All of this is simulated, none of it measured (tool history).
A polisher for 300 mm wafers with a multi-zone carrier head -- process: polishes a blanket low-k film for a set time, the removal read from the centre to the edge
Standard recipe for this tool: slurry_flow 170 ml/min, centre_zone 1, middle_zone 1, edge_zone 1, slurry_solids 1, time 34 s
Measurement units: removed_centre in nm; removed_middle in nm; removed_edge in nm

run	hour	slurry_flow	centre_zone	middle_zone	edge_zone	slurry_solids	time	wafers since the last listed run	wafers polished on this pad	hours since the slurry nozzle was cleaned	hours since the centre zone pressure was calibrated	hours since the edge zone pressure was calibrated	hours since the carrier head's membrane was replaced	incoming thickness of the incoming film, nm	removed_centre	removed_middle	removed_edge
1	0	170	1	1	1	1	40	0	33	130.7	1150.4	497.2	749.1	368.9	12.1	12.1	12.5
# hour 12.4: edge zone pressure recalibrated
2	31.3	170	1	1	1	1	40	403	437	162	1181.7	18.9	780.4	371.7	12.1	12	12.4
3	44.8	170	1	1	1	1	34	186	623	175.5	1195.2	32.4	793.9	372.3	10.2	10.2	10.5
# hour 60.6: centre zone pressure recalibrated
4	79.1	120	1	1	1	1	40	445	1068	209.8	18.5	66.7	828.2	368.1	11.2	11.3	12.1
5	112.3	170	1	1	1	1	34	457	1526	243	51.7	99.9	861.4	365.7	10.2	10.2	10.6
6	135.5	215	1.09	1	0.91	1	34	319	1845	266.2	74.9	123.1	884.6	366.8	11.8	10.7	10.2
# hour 167.1: worn pad replaced by a new one
7	167.6	225	1	1.04	1.06	0.75	34	387	6	298.3	107	155.2	916.7	371.7	8.5	8.7	8.9
8	180.4	170	1	1	1	1	23	176	182	311.1	119.8	168	929.5	374.3	7	7	6.9
9	205.8	170	1	1	1	1	34	350	532	336.5	145.2	193.4	954.9	373.8	10.2	10.3	10.4
10	224.5	170	1	1	1	1	34	257	790	355.2	163.9	212.1	973.6	375.8	10.2	10.2	10.5
# hour 246.3: carrier head's membrane replaced by a new one
11	246.8	170	0.96	1	1	1	34	238	1028	377.5	186.2	234.4	0.5	369.9	10	10.2	10.6
# hour 256.8: slurry nozzle cleaned
12	263.4	170	1	1	1	1	34	214	1243	6.6	202.8	251	17.1	368.9	10.4	10.4	10.6
13	286.4	170	0.96	1.05	1	1	34	316	1560	29.6	225.8	274	40.1	373.3	9.9	10.6	10.5
14	305	170	1	1	1	1	34	256	1817	48.2	244.4	292.6	58.7	370	10.3	10.2	10.7
15	335.3	170	1	1	1	1.15	44	417	2234	78.5	274.7	322.9	89	369.8	14.7	14.4	14.4
# hour 349.7: worn pad replaced by a new one
16	362.8	170	1	1	1	1	34	323	181	106	302.2	350.4	116.5	370.7	10.3	10.2	10.3
17	394.4	220	1	1	1	1	44	435	616	137.6	333.8	382	148.1	371.6	14.1	13.8	14.2
18	408.9	170	1	0.95	1	0.75	34	199	816	152.1	348.3	396.5	162.6	370.9	8.1	7.7	8.2
# hour 417.6: edge zone pressure recalibrated
19	425.3	170	1	1	1.08	1	34	198	1014	168.5	364.7	7.7	179	368.6	10.2	10.2	11.1
20	460.7	170	1.05	1	1	1	43	487	1502	203.9	400.1	43.1	214.4	376.7	13.6	12.9	13.2
21	475.5	170	1	0.95	1	1	34	203	1706	218.7	414.9	57.9	229.2	370.8	10.3	10	10.4
22	495.9	170	1	1	1.03	0.85	30	281	1987	239.1	435.3	78.3	249.6	374.5	8	7.9	8.2

Branching from run 22: 4 alternative next runs. What would each branch give?
A	496.3	170	1	1	1	1	44	5	1993	239.5	435.7	78.7	250	368	?	?	?
B	496.3	195	0.94	1	1	1	44	5	1993	239.5	435.7	78.7	250	368	?	?	?
C	496.3	170	1.06	1	1.03	1	34	5	1993	239.5	435.7	78.7	250	368	?	?	?
D	496.3	170	1	1	1	1.1	34	5	1993	239.5	435.7	78.7	250	368	?	?	?

run	removed_centre	removed_middle	removed_edge
A	13.5	13.2	13.7
B	13	13.5	13.9
C	11	10.2	10.7
D	11.1	10.9	11.2
Without the tool's hidden state the same runs would have given:
run	removed_centre	removed_middle	removed_edge
A	13.5	13.2	13.7
B	13	13.5	13.9
C	11	10.2	10.7
D	11.1	10.9	11.2

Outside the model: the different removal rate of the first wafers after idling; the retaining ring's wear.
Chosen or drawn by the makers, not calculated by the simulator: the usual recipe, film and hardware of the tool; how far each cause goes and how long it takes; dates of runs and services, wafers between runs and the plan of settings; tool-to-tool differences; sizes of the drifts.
